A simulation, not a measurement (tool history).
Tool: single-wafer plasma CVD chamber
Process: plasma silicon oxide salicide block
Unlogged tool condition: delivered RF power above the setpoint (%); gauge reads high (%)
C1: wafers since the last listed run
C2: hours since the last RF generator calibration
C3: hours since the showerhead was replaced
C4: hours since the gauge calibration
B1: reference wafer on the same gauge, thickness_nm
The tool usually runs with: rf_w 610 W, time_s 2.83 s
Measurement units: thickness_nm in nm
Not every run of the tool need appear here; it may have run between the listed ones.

run 1 hour=0 | rf_w=665 time_s=3.04 | C1=0 C2=1131.8 C3=4899.9 C4=732.1 | B1=26.872 | thickness_nm=30.957
run 2 hour=31.9 | rf_w=665 time_s=3.04 | C1=782 C2=1163.7 C3=4931.8 C4=764 | B1=26.902 | thickness_nm=30.907
run 3 hour=89.9 | rf_w=610 time_s=2.83 | C1=1423 C2=1221.7 C3=4989.8 C4=822 | B1=26.887 | thickness_nm=28.338
run 4 hour=132.8 | rf_w=610 time_s=2.83 | C1=1052 C2=1264.6 C3=5032.7 C4=864.9 | B1=26.9 | thickness_nm=28.211
run 5 hour=172.7 | rf_w=610 time_s=2.83 | C1=979 C2=1304.5 C3=5072.6 C4=904.8 | B1=26.869 | thickness_nm=28.301
run 6 hour=197.3 | rf_w=610 time_s=2.83 | C1=603 C2=1329.1 C3=5097.2 C4=929.4 | B1=26.868 | thickness_nm=28.38
run 7 hour=230.6 | rf_w=610 time_s=2.83 | C1=817 C2=1362.4 C3=5130.5 C4=962.7 | B1=26.893 | thickness_nm=28.256
run 8 hour=258.3 | rf_w=610 time_s=2.83 | C1=679 C2=1390.1 C3=5158.2 C4=990.4 | B1=26.909 | thickness_nm=28.293
run 9 hour=298.2 | rf_w=610 time_s=2.83 | C1=979 C2=1430 C3=5198.1 C4=1030.3 | B1=26.897 | thickness_nm=28.234
run 10 hour=367.7 | rf_w=610 time_s=2.83 | C1=1705 C2=1499.5 C3=5267.6 C4=1099.8 | B1=26.903 | thickness_nm=28.203
run 11 hour=431.4 | rf_w=610 time_s=2.83 | C1=1563 C2=1563.2 C3=5331.3 C4=1163.5 | B1=26.872 | thickness_nm=28.194
run 12 hour=483.7 | rf_w=610 time_s=2.83 | C1=1283 C2=1615.5 C3=5383.6 C4=1215.8 | B1=26.935 | thickness_nm=28.148
run 13 hour=514.5 | rf_w=610 time_s=2.83 | C1=755 C2=1646.3 C3=5414.4 C4=1246.6 | B1=26.893 | thickness_nm=28.158
run 14 hour=570.5 | rf_w=610 time_s=2.83 | C1=1374 C2=1702.3 C3=5470.4 C4=1302.6 | B1=26.914 | thickness_nm=28.327
run 15 hour=621.3 | rf_w=610 time_s=2.83 | C1=1246 C2=1753.1 C3=5521.2 C4=1353.4 | B1=26.895 | thickness_nm=28.23
run 16 hour=651.8 | rf_w=610 time_s=2.83 | C1=748 C2=1783.6 C3=5551.7 C4=1383.9 | B1=26.937 | thickness_nm=28.223
run 17 hour=695.2 | rf_w=610 time_s=2.83 | C1=1065 C2=1827 C3=5595.1 C4=1427.3 | B1=26.899 | thickness_nm=28.303
run 18 hour=736.8 | rf_w=610 time_s=2.83 | C1=1021 C2=1868.6 C3=5636.7 C4=1468.9 | B1=26.876 | thickness_nm=28.112
run 19 hour=778 | rf_w=610 time_s=2.83 | C1=1011 C2=1909.8 C3=5677.9 C4=1510.1 | B1=26.882 | thickness_nm=28.285
run 20 hour=824.8 | rf_w=610 time_s=2.83 | C1=1148 C2=1956.6 C3=5724.7 C4=1556.9 | B1=26.919 | thickness_nm=28.12
run 21 hour=853.4 | rf_w=610 time_s=2.83 | C1=701 C2=1985.2 C3=5753.3 C4=1585.5 | B1=26.904 | thickness_nm=28.017
run 22 hour=897.4 | rf_w=720 time_s=2.83 | C1=1079 C2=2029.2 C3=5797.3 C4=1629.5 | B1=26.914 | thickness_nm=29.275
-- hour=910.7 showerhead replaced
-- hour=938.7 RF generator calibrated
run 23 hour=1085.4 | rf_w=610 time_s=2.83 | C1=4221 C2=146.7 C3=174.7 C4=1817.5 | B1=26.912 | thickness_nm=28.291
run 24 hour=1152 | rf_w=680 time_s=3.32 | C1=1634 C2=213.3 C3=241.3 C4=1884.1 | B1=26.883 | thickness_nm=34.13
run 25 hour=1201 | rf_w=610 time_s=2.28 | C1=1202 C2=262.3 C3=290.3 C4=1933.1 | B1=26.866 | thickness_nm=22.894
run 26 hour=1232.6 | rf_w=515 time_s=2.57 | C1=775 C2=293.9 C3=321.9 C4=1964.7 | B1=26.902 | thickness_nm=24.901
run 27 hour=1296.2 | rf_w=610 time_s=2.83 | C1=1561 C2=357.5 C3=385.5 C4=2028.3 | B1=26.897 | thickness_nm=28.394
run 28 hour=1342.1 | rf_w=525 time_s=2.48 | C1=1126 C2=403.4 C3=431.4 C4=2074.2 | B1=26.903 | thickness_nm=24.168
run 29 hour=1407.8 | rf_w=610 time_s=2.83 | C1=1612 C2=469.1 C3=497.1 C4=2139.9 | B1=26.901 | thickness_nm=28.351
run 30 hour=1433.1 | rf_w=570 time_s=2.83 | C1=620 C2=494.4 C3=522.4 C4=2165.2 | B1=26.85 | thickness_nm=28.09
run 31 hour=1463.1 | rf_w=610 time_s=3.18 | C1=736 C2=524.4 C3=552.4 C4=2195.2 | B1=26.927 | thickness_nm=31.869
-- hour=1508.7 gauge calibrated
run 32 hour=1523.4 | rf_w=515 time_s=2.46 | C1=1480 C2=584.7 C3=612.7 C4=14.7 | B1=26.933 | thickness_nm=23.96
run 33 hour=1593.4 | rf_w=610 time_s=2.83 | C1=1718 C2=654.7 C3=682.7 C4=84.7 | B1=26.927 | thickness_nm=28.24
run 34 hour=1663.9 | rf_w=645 time_s=3.08 | C1=1730 C2=725.2 C3=753.2 C4=155.2 | B1=26.869 | thickness_nm=31.191
run 35 hour=1721 | rf_w=730 time_s=3.3 | C1=1401 C2=782.3 C3=810.3 C4=212.3 | B1=26.933 | thickness_nm=34.413
run 36 hour=1761.7 | rf_w=610 time_s=2.49 | C1=998 C2=823 C3=851 C4=253 | B1=26.864 | thickness_nm=24.939
run 37 hour=1787.1 | rf_w=565 time_s=2.57 | C1=623 C2=848.4 C3=876.4 C4=278.4 | B1=26.936 | thickness_nm=25.425
run 38 hour=1857.6 | rf_w=610 time_s=2.83 | C1=1730 C2=918.9 C3=946.9 C4=348.9 | B1=26.939 | thickness_nm=28.418
run 39 hour=1916.7 | rf_w=720 time_s=2.5 | C1=1450 C2=978 C3=1006 C4=408 | B1=26.938 | thickness_nm=25.981
run 40 hour=1975.1 | rf_w=725 time_s=3.27 | C1=1433 C2=1036.4 C3=1064.4 C4=466.4 | B1=26.911 | thickness_nm=34.054
run 41 hour=2000.8 | rf_w=705 time_s=3.28 | C1=630 C2=1062.1 C3=1090.1 C4=492.1 | B1=26.91 | thickness_nm=33.798
run 42 hour=2053.2 | rf_w=515 time_s=2.51 | C1=1286 C2=1114.5 C3=1142.5 C4=544.5 | B1=26.945 | thickness_nm=24.314
run 43 hour=2095.3 | rf_w=610 time_s=2.67 | C1=1033 C2=1156.6 C3=1184.6 C4=586.6 | B1=26.878 | thickness_nm=26.776
run 44 hour=2155.3 | rf_w=610 time_s=2.83 | C1=1472 C2=1216.6 C3=1244.6 C4=646.6 | B1=26.891 | thickness_nm=28.281

The tool's hidden state at each run:
gauge reads high (%): 0 on each run
H1: delivered RF power above the setpoint (%)
run=1 H1=-2.21
run=2 H1=-2.32
run=3 H1=-2.52
run=4 H1=-2.68
run=5 H1=-2.84
run=6 H1=-2.94
run=7 H1=-3.07
run=8 H1=-3.19
run=9 H1=-3.35
run=10 H1=-3.66
run=11 H1=-3.95
run=12 H1=-4.2
run=13 H1=-4.35
run=14 H1=-4.64
run=15 H1=-4.9
run=16 H1=-5.06
run=17 H1=-5.3
run=18 H1=-5.53
run=19 H1=-5.76
run=20 H1=-6.04
run=21 H1=-6.21
run=22 H1=-6.47
run=23 H1=-0.0487
run=24 H1=-0.0847
run=25 H1=-0.12
run=26 H1=-0.146
run=27 H1=-0.208
run=28 H1=-0.261
run=29 H1=-0.347
run=30 H1=-0.384
run=31 H1=-0.43
run=32 H1=-0.53
run=33 H1=-0.661
run=34 H1=-0.807
run=35 H1=-0.936
run=36 H1=-1.03
run=37 H1=-1.1
run=38 H1=-1.29
run=39 H1=-1.45
run=40 H1=-1.63
run=41 H1=-1.71
run=42 H1=-1.88
run=43 H1=-2.03
run=44 H1=-2.24
